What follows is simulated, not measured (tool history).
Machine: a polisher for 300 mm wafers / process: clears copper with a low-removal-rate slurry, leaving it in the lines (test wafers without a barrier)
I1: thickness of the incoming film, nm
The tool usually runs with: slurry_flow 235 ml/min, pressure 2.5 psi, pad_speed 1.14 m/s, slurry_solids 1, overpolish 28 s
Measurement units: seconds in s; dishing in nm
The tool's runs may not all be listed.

{"run": 1, "day": 0.0, "slurry_flow": 235, "pressure": 2.5, "pad_speed": 1.14, "slurry_solids": 1, "overpolish": 28, "I1": 325, "seconds": 148.4, "dishing": 35.3}
{"day": 0.192, "done": "worn pad replaced by a new one"}
{"run": 2, "day": 1.175, "slurry_flow": 285, "pressure": 2.5, "pad_speed": 1.14, "slurry_solids": 1, "overpolish": 28, "I1": 319.6, "seconds": 133.4, "dishing": 35.6}
{"run": 3, "day": 1.867, "slurry_flow": 285, "pressure": 2.5, "pad_speed": 1.14, "slurry_solids": 1, "overpolish": 28, "I1": 323.3, "seconds": 135.5, "dishing": 36.1}
{"run": 4, "day": 2.983, "slurry_flow": 235, "pressure": 2.5, "pad_speed": 1.14, "slurry_solids": 0.8, "overpolish": 18, "I1": 321.6, "seconds": 151.5, "dishing": 24.9}
{"run": 5, "day": 3.812, "slurry_flow": 235, "pressure": 2.5, "pad_speed": 1.14, "slurry_solids": 0.8, "overpolish": 18, "I1": 319, "seconds": 155.8, "dishing": 24.9}
{"run": 6, "day": 5.112, "slurry_flow": 235, "pressure": 2.5, "pad_speed": 1.14, "slurry_solids": 1, "overpolish": 28, "I1": 320, "seconds": 146.4, "dishing": 35.3}
{"run": 7, "day": 5.775, "slurry_flow": 235, "pressure": 2.5, "pad_speed": 1.14, "slurry_solids": 1, "overpolish": 28, "I1": 323.8, "seconds": 153.6, "dishing": 34.9}
{"day": 6.571, "done": "worn pad replaced by a new one"}
{"run": 8, "day": 6.679, "slurry_flow": 235, "pressure": 2.5, "pad_speed": 1.14, "slurry_solids": 1, "overpolish": 28, "I1": 319.3, "seconds": 138.3, "dishing": 37.5}
{"run": 9, "day": 8.067, "slurry_flow": 235, "pressure": 2.5, "pad_speed": 1.14, "slurry_solids": 1, "overpolish": 28, "I1": 318.8, "seconds": 143.2, "dishing": 35.3}
{"run": 10, "day": 8.938, "slurry_flow": 235, "pressure": 2.5, "pad_speed": 1.14, "slurry_solids": 1, "overpolish": 28, "I1": 320.3, "seconds": 142.6, "dishing": 34.2}
{"run": 11, "day": 9.733, "slurry_flow": 235, "pressure": 2.5, "pad_speed": 1.14, "slurry_solids": 1, "overpolish": 28, "I1": 322.1, "seconds": 150, "dishing": 35.9}
{"run": 12, "day": 10.538, "slurry_flow": 235, "pressure": 2.5, "pad_speed": 1.14, "slurry_solids": 1, "overpolish": 28, "I1": 320.2, "seconds": 146.9, "dishing": 36.8}
{"run": 13, "day": 11.112, "slurry_flow": 235, "pressure": 2.5, "pad_speed": 1.14, "slurry_solids": 1, "overpolish": 28, "I1": 321.8, "seconds": 143.7, "dishing": 35.8}
{"run": 14, "day": 12.104, "slurry_flow": 235, "pressure": 3, "pad_speed": 1.14, "slurry_solids": 1, "overpolish": 34, "I1": 322.7, "seconds": 125.7, "dishing": 44.9}
{"run": 15, "day": 12.675, "slurry_flow": 235, "pressure": 2.5, "pad_speed": 1.14, "slurry_solids": 1, "overpolish": 28, "I1": 318.2, "seconds": 150.3, "dishing": 35}
{"day": 13.179, "done": "worn pad replaced by a new one"}
{"day": 14.017, "done": "slurry blender recalibrated"}
{"run": 16, "day": 14.029, "slurry_flow": 290, "pressure": 2.5, "pad_speed": 1.46, "slurry_solids": 1, "overpolish": 28, "I1": 322.9, "seconds": 107.1, "dishing": 43.2}
{"day": 14.325, "done": "head pressure recalibrated"}
{"run": 17, "day": 15.317, "slurry_flow": 235, "pressure": 2.5, "pad_speed": 1.14, "slurry_solids": 1, "overpolish": 28, "I1": 314.6, "seconds": 138.2, "dishing": 35.7}
{"run": 18, "day": 16.704, "slurry_flow": 235, "pressure": 2.5, "pad_speed": 1.14, "slurry_solids": 1, "overpolish": 28, "I1": 319, "seconds": 146.6, "dishing": 35.3}
{"run": 19, "day": 17.546, "slurry_flow": 235, "pressure": 2.5, "pad_speed": 1.14, "slurry_solids": 1, "overpolish": 28, "I1": 322, "seconds": 145.4, "dishing": 35.1}
{"day": 17.862, "done": "slurry nozzle cleaned"}
{"run": 20, "day": 18.742, "slurry_flow": 235, "pressure": 2.5, "pad_speed": 1.14, "slurry_solids": 1, "overpolish": 28, "I1": 318.5, "seconds": 150.4, "dishing": 34.2}
{"day": 20.067, "done": "worn pad replaced by a new one"}
{"run": 21, "day": 22.975, "slurry_flow": 235, "pressure": 2.5, "pad_speed": 1.28, "slurry_solids": 1, "overpolish": 19, "I1": 322.7, "seconds": 131.5, "dishing": 28}
{"run": 22, "day": 24.362, "slurry_flow": 235, "pressure": 1.9, "pad_speed": 1.3, "slurry_solids": 1, "overpolish": 28, "I1": 317.2, "seconds": 164.8, "dishing": 31.5}
{"run": 23, "day": 25.2, "slurry_flow": 235, "pressure": 2.5, "pad_speed": 1.48, "slurry_solids": 1, "overpolish": 43, "I1": 324.3, "seconds": 114.6, "dishing": 52.4}
{"day": 26.65, "done": "worn pad replaced by a new one"}
{"run": 24, "day": 26.671, "slurry_flow": 235, "pressure": 2.1, "pad_speed": 1.24, "slurry_solids": 1, "overpolish": 12, "I1": 317.6, "seconds": 146.1, "dishing": 18}
{"day": 27.479, "done": "slurry blender recalibrated"}
{"run": 25, "day": 28.117, "slurry_flow": 235, "pressure": 3.2, "pad_speed": 1.14, "slurry_solids": 1, "overpolish": 28, "I1": 319.9, "seconds": 112.9, "dishing": 42.5}
{"day": 32.604, "done": "worn pad replaced by a new one"}
{"run": 26, "day": 32.625, "slurry_flow": 235, "pressure": 2.5, "pad_speed": 1.28, "slurry_solids": 1, "overpolish": 28, "I1": 314.1, "seconds": 116.4, "dishing": 41.9}

What was the tool's hidden state at every run in the log?
slurry flow missing at the pad, %: 0, the same for each run
deviation of the head's pressure from its setpoint, %: 0, the same for each run
abrasive missing from the slurry, %: 0, the same for each run
H1: removal rate lost through wear of the pad, %
run=1 H1=12.3
run=2 H1=5.5
run=3 H1=7.69
run=4 H1=10
run=5 H1=11.1
run=6 H1=12.2
run=7 H1=12.6
run=8 H1=1.53
run=9 H1=7.21
run=10 H1=9.31
run=11 H1=10.6
run=12 H1=11.5
run=13 H1=12
run=14 H1=12.6
run=15 H1=12.8
run=16 H1=5.21
run=17 H1=9.03
run=18 H1=11.3
run=19 H1=12.1
run=20 H1=12.8
run=21 H1=9.43
run=22 H1=11
run=23 H1=11.5
run=24 H1=1.14
run=25 H1=7.23
run=26 H1=0.946
